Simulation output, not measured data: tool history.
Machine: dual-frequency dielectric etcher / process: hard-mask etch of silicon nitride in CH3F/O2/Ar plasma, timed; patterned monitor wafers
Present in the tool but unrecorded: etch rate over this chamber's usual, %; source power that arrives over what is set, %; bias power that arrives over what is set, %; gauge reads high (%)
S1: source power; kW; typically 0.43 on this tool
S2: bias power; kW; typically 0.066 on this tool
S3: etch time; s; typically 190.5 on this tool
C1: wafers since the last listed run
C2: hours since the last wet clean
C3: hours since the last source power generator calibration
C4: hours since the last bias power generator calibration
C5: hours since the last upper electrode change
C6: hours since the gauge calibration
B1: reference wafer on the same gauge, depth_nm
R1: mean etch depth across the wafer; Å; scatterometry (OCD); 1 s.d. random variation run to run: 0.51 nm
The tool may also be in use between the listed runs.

run 1 day=0 | S1=0.43 S2=0.057 S3=190.5 | C1=0 C2=86.4 C3=1232.9 C4=2429.3 C5=3568.6 C6=63.2 | B1=124.9 | R1=1326
run 2 day=2.283 | S1=0.43 S2=0.057 S3=190.5 | C1=422 C2=141.2 C3=1287.7 C4=2484.1 C5=3623.4 C6=118 | B1=124.8 | R1=1332
run 3 day=3.692 | S1=0.43 S2=0.07 S3=190.5 | C1=260 C2=175 C3=1321.5 C4=2517.9 C5=3657.2 C6=151.8 | B1=125.2 | R1=1416
run 4 day=5.117 | S1=0.43 S2=0.07 S3=190.5 | C1=263 C2=209.2 C3=1355.7 C4=2552.1 C5=3691.4 C6=186 | B1=125 | R1=1412
run 5 day=6.083 | S1=0.51 S2=0.066 S3=190.5 | C1=178 C2=232.4 C3=1378.9 C4=2575.3 C5=3714.6 C6=209.2 | B1=125.2 | R1=1495
run 6 day=6.654 | S1=0.51 S2=0.066 S3=190.5 | C1=105 C2=246.1 C3=1392.6 C4=2589 C5=3728.3 C6=222.9 | B1=125.1 | R1=1497
run 7 day=7.683 | S1=0.51 S2=0.066 S3=190.5 | C1=190 C2=270.8 C3=1417.3 C4=2613.7 C5=3753 C6=247.6 | B1=124.9 | R1=1504
run 8 day=9.121 | S1=0.43 S2=0.075 S3=190.5 | C1=266 C2=305.3 C3=1451.8 C4=2648.2 C5=3787.5 C6=282.1 | B1=125.2 | R1=1457
run 9 day=10.175 | S1=0.43 S2=0.066 S3=190.5 | C1=195 C2=330.6 C3=1477.1 C4=2673.5 C5=3812.8 C6=307.4 | B1=125 | R1=1396
run 10 day=10.779 | S1=0.43 S2=0.066 S3=190.5 | C1=111 C2=345.1 C3=1491.6 C4=2688 C5=3827.3 C6=321.9 | B1=125.1 | R1=1408
run 11 day=11.858 | S1=0.43 S2=0.066 S3=190.5 | C1=199 C2=371 C3=1517.5 C4=2713.9 C5=3853.2 C6=347.8 | B1=125 | R1=1406
run 12 day=12.612 | S1=0.43 S2=0.066 S3=190.5 | C1=139 C2=389.1 C3=1535.6 C4=2732 C5=3871.3 C6=365.9 | B1=125.2 | R1=1408
run 13 day=13.654 | S1=0.43 S2=0.066 S3=190.5 | C1=192 C2=414.1 C3=1560.6 C4=2757 C5=3896.3 C6=390.9 | B1=125.1 | R1=1409
-- day=14.671 wet clean of the chamber
run 14 day=15.05 | S1=0.43 S2=0.066 S3=190.5 | C1=73 C2=9.1 C3=1594.1 C4=2790.5 C5=3929.8 C6=424.4 | B1=125.1 | R1=1367
-- day=16.667 upper electrode replaced, of another model than before
run 15 day=16.688 | S1=0.43 S2=0.07 S3=190.5 | C1=117 C2=48.4 C3=1633.4 C4=2829.8 C5=0.5 C6=463.7 | B1=125 | R1=1406
run 16 day=16.979 | S1=0.4 S2=0.059 S3=163.5 | C1=53 C2=55.4 C3=1640.4 C4=2836.8 C5=7.5 C6=470.7 | B1=125 | R1=1068
-- day=18.6 gauge calibrated
run 17 day=20.496 | S1=0.43 S2=0.06 S3=138 | C1=650 C2=139.8 C3=1724.8 C4=2921.2 C5=91.9 C6=45.5 | B1=125.1 | R1=963

What does the tool deliver on the next run?
run 18 day=21.858 | S1=0.43 S2=0.055 S3=190.5 | C1=252 C2=172.5 C3=1757.5 C4=2953.9 C5=124.6 C6=78.2 | B1=? | R1=?

{"run 18": {"B1": 125.1, "R1": 1278}}
On a tool with no hidden condition, and with the same random variation, this run would have come out at R1 1260 Å.
